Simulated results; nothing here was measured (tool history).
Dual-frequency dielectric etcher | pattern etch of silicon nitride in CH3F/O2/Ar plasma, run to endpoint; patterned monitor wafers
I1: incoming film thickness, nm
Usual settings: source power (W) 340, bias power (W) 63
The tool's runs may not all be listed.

run 1 hour=0 | source_power_(W)=340 bias_power_(W)=63 | I1=58.3 | endpoint_time_(s)=82.6
run 2 hour=45.4 | source_power_(W)=340 bias_power_(W)=63 | I1=58.8 | endpoint_time_(s)=83.5
run 3 hour=118.5 | source_power_(W)=340 bias_power_(W)=63 | I1=58.5 | endpoint_time_(s)=81.9
run 4 hour=253.5 | source_power_(W)=280 bias_power_(W)=54 | I1=58.7 | endpoint_time_(s)=95.5
run 5 hour=283.4 | source_power_(W)=280 bias_power_(W)=54 | I1=59 | endpoint_time_(s)=94.9
run 6 hour=365.3 | source_power_(W)=280 bias_power_(W)=54 | I1=58.8 | endpoint_time_(s)=93.8
run 7 hour=402.1 | source_power_(W)=340 bias_power_(W)=63 | I1=58.9 | endpoint_time_(s)=82.5
run 8 hour=498.2 | source_power_(W)=340 bias_power_(W)=63 | I1=58.1 | endpoint_time_(s)=80.9
run 9 hour=554.8 | source_power_(W)=340 bias_power_(W)=63 | I1=58.5 | endpoint_time_(s)=81.3
run 10 hour=648.7 | source_power_(W)=340 bias_power_(W)=63 | I1=58.4 | endpoint_time_(s)=79.9
run 11 hour=701.5 | source_power_(W)=340 bias_power_(W)=63 | I1=58.6 | endpoint_time_(s)=83.9
run 12 hour=743.3 | source_power_(W)=340 bias_power_(W)=69 | I1=58.3 | endpoint_time_(s)=80.8
run 13 hour=842.9 | source_power_(W)=340 bias_power_(W)=51 | I1=58.7 | endpoint_time_(s)=89.5
run 14 hour=914 | source_power_(W)=340 bias_power_(W)=58 | I1=58.7 | endpoint_time_(s)=84.1
run 15 hour=988.4 | source_power_(W)=360 bias_power_(W)=71 | I1=58.8 | endpoint_time_(s)=76.9
run 16 hour=1109.2 | source_power_(W)=310 bias_power_(W)=77 | I1=58.2 | endpoint_time_(s)=80.4
run 17 hour=1189.9 | source_power_(W)=390 bias_power_(W)=49 | I1=59 | endpoint_time_(s)=89
run 18 hour=1266.4 | source_power_(W)=340 bias_power_(W)=63 | I1=58.4 | endpoint_time_(s)=83.2
run 19 hour=1465.1 | source_power_(W)=310 bias_power_(W)=63 | I1=58.4 | endpoint_time_(s)=83.8
run 20 hour=1552 | source_power_(W)=420 bias_power_(W)=53 | I1=58.4 | endpoint_time_(s)=84
run 21 hour=1640.4 | source_power_(W)=370 bias_power_(W)=47 | I1=58.3 | endpoint_time_(s)=89.7
run 22 hour=1696.5 | source_power_(W)=340 bias_power_(W)=63 | I1=58.3 | endpoint_time_(s)=82.8

Taken out of this log: 7 entries between the listed runs. Where each belongs, and how the hidden state differs across it:
Between runs 3 and 4: wet clean of the chamber (hour 253)
  etch rate over this chamber's usual, %: 3.3 -> 0.833
  measured less the result without the state, endpoint time (s): -2.7 -> -0.8
Between runs 10 and 11: wet clean of the chamber (hour 684)
  etch rate over this chamber's usual, %: 6.13 -> 0.336
  measured less the result without the state, endpoint time (s): -4.9 -> -0.3
Between runs 12 and 13: upper electrode replaced (hour 798.3)
  etch rate over this chamber's usual, %: 0.897 -> 2.23
  measured less the result without the state, endpoint time (s): -0.7 -> -2
Between runs 15 and 16: wet clean of the chamber (hour 1108.7)
  etch rate over this chamber's usual, %: 4.18 -> -0.35
  measured less the result without the state, endpoint time (s): -3.2 -> +0.3
Between runs 16 and 17: bias power generator calibrated (hour 1143.5)
  etch rate over this chamber's usual, %: -0.35 -> 0.732
  measured less the result without the state, endpoint time (s): +0.3 -> -0.7
Between runs 17 and 18: source power generator calibrated (hour 1225.7)
  etch rate over this chamber's usual, %: 0.732 -> 1.76
  measured less the result without the state, endpoint time (s): -0.7 -> -1.5
Between runs 19 and 20: wet clean of the chamber (hour 1551.5)
  etch rate over this chamber's usual, %: 4.42 -> -0.272
  measured less the result without the state, endpoint time (s): -3.7 -> +0.2
